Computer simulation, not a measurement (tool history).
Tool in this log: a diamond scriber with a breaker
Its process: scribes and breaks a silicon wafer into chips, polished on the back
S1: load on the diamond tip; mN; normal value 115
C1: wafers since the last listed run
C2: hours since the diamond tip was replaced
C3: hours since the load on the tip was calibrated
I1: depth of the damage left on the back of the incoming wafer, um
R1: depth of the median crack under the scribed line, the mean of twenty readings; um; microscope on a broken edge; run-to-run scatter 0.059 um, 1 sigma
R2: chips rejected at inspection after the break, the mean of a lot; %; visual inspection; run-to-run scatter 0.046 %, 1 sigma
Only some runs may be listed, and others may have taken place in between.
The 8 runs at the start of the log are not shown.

Run 9, hour 149.3: usual settings; C1 44; C2 1019.5; C3 1534.9; I1 0.03. Result: R1 8.84 um, R2 5.06 %.
At hour 154.6: diamond tip replaced by a new one.
Run 10, hour 155.5: usual settings but S1 134 mN; C1 14; C2 0.9; C3 1541.1; I1 0.05. Result: R1 10.85 um, R2 0.93 %.
Run 11, hour 166.4: usual settings but S1 134 mN; C1 36; C2 11.8; C3 1552; I1 0.03. Result: R1 10.86 um, R2 0.93 %.
Run 12, hour 183.1: usual settings but S1 134 mN; C1 56; C2 28.5; C3 1568.7; I1 0.02. Result: R1 10.81 um, R2 1.01 %.
Run 13, hour 194.5: usual settings; C1 38; C2 39.9; C3 1580.1; I1 0.03. Result: R1 9.82 um, R2 2.24 %.
Run 14, hour 208.4: usual settings; C1 46; C2 53.8; C3 1594; I1 0.03. Result: R1 9.82 um, R2 2.14 %.
Run 15, hour 223.4: usual settings; C1 50; C2 68.8; C3 1609; I1 0.03. Result: R1 9.77 um, R2 2.26 %.
Run 16, hour 233.2: usual settings but S1 103 mN; C1 33; C2 78.6; C3 1618.8; I1 0.05. Result: R1 8.99 um, R2 4.37 %.
At hour 236: load on the tip recalibrated.
Run 17, hour 245.7: usual settings but S1 91 mN; C1 35; C2 91.1; C3 9.7; I1 0.01. Result: R1 9.4 um, R2 3.07 %.
Run 18, hour 253.3: usual settings but S1 101 mN; C1 25; C2 98.7; C3 17.3; I1 0.02. Result: R1 9.99 um, R2 1.8 %.
Run 19, hour 269.9: usual settings but S1 127 mN; C1 56; C2 115.3; C3 33.9; I1 0.01. Result: R1 11.51 um, R2 0.99 %.
Run 20, hour 276.6: usual settings; C1 22; C2 122; C3 40.6; I1 0.02. Result: R1 10.71 um, R2 1.05 %.
Run 21, hour 283.9: usual settings; C1 24; C2 129.3; C3 47.9; I1 0.03. Result: R1 10.78 um, R2 0.91 %.
Run 22, hour 291.8: usual settings but S1 105 mN; C1 26; C2 137.2; C3 55.8; I1 0.02. Result: R1 10.12 um, R2 1.8 %.
Run 23, hour 306.2: usual settings but S1 97 mN; C1 48; C2 151.6; C3 70.2; I1 0.02. Result: R1 9.58 um, R2 2.73 %.
Run 24, hour 312.6: usual settings; C1 21; C2 158; C3 76.6; I1 0.01. Result: R1 10.63 um, R2 1.11 %.
Run 25, hour 328.9: usual settings but S1 145 mN; C1 55; C2 174.3; C3 92.9; I1 0.04. Result: R1 12.2 um, R2 1.55 %.
Run 26, hour 341.2: usual settings but S1 125 mN; C1 41; C2 186.6; C3 105.2; I1 0.04. Result: R1 11.21 um, R2 0.93 %.
Run 27, hour 372.1: usual settings but S1 82 mN; C1 104; C2 217.5; C3 136.1; I1 0.01. Result: R1 8.38 um, R2 7.06 %.
Run 28, hour 379.5: usual settings but S1 82 mN; C1 24; C2 224.9; C3 143.5; I1 0.01. Result: R1 8.34 um, R2 7.44 %.
Run 29, hour 387.9: usual settings but S1 139 mN; C1 28; C2 233.3; C3 151.9; I1 0.05. Result: R1 11.64 um, R2 1.07 %.
Run 30, hour 399.7: usual settings but S1 138 mN; C1 39; C2 245.1; C3 163.7; I1 0.03. Result: R1 11.55 um, R2 1.05 %.

Below are 5 alternative next runs, each starting from the tool's condition after run 30. Predict each:
Run A, hour 400.3: usual settings but S1 88 mN; C1 2; C2 245.7; C3 164.3; I1 0.02. Result: R1 ?, R2 ?.
Run B, hour 400.3: usual settings but S1 143 mN; C1 2; C2 245.7; C3 164.3; I1 0.02. Result: R1 ?, R2 ?.
Run C, hour 400.3: usual settings but S1 102 mN; C1 2; C2 245.7; C3 164.3; I1 0.02. Result: R1 ?, R2 ?.
Run D, hour 400.3: usual settings but S1 100 mN; C1 2; C2 245.7; C3 164.3; I1 0.02. Result: R1 ?, R2 ?.
Run E, hour 400.3: usual settings but S1 126 mN; C1 2; C2 245.7; C3 164.3; I1 0.02. Result: R1 ?, R2 ?.

run     R1    R2
  A   8.71  5.39
  B  11.85  1.14
  C   9.56  2.64
  D   9.44  2.94
  E  10.93  0.88
Without the tool's unlogged condition, the same runs would have read:
run     R1    R2
  A   9.41  3.01
  B  12.81  2.32
  C  10.33  1.29
  D   10.2  1.45
  E  11.81  1.11

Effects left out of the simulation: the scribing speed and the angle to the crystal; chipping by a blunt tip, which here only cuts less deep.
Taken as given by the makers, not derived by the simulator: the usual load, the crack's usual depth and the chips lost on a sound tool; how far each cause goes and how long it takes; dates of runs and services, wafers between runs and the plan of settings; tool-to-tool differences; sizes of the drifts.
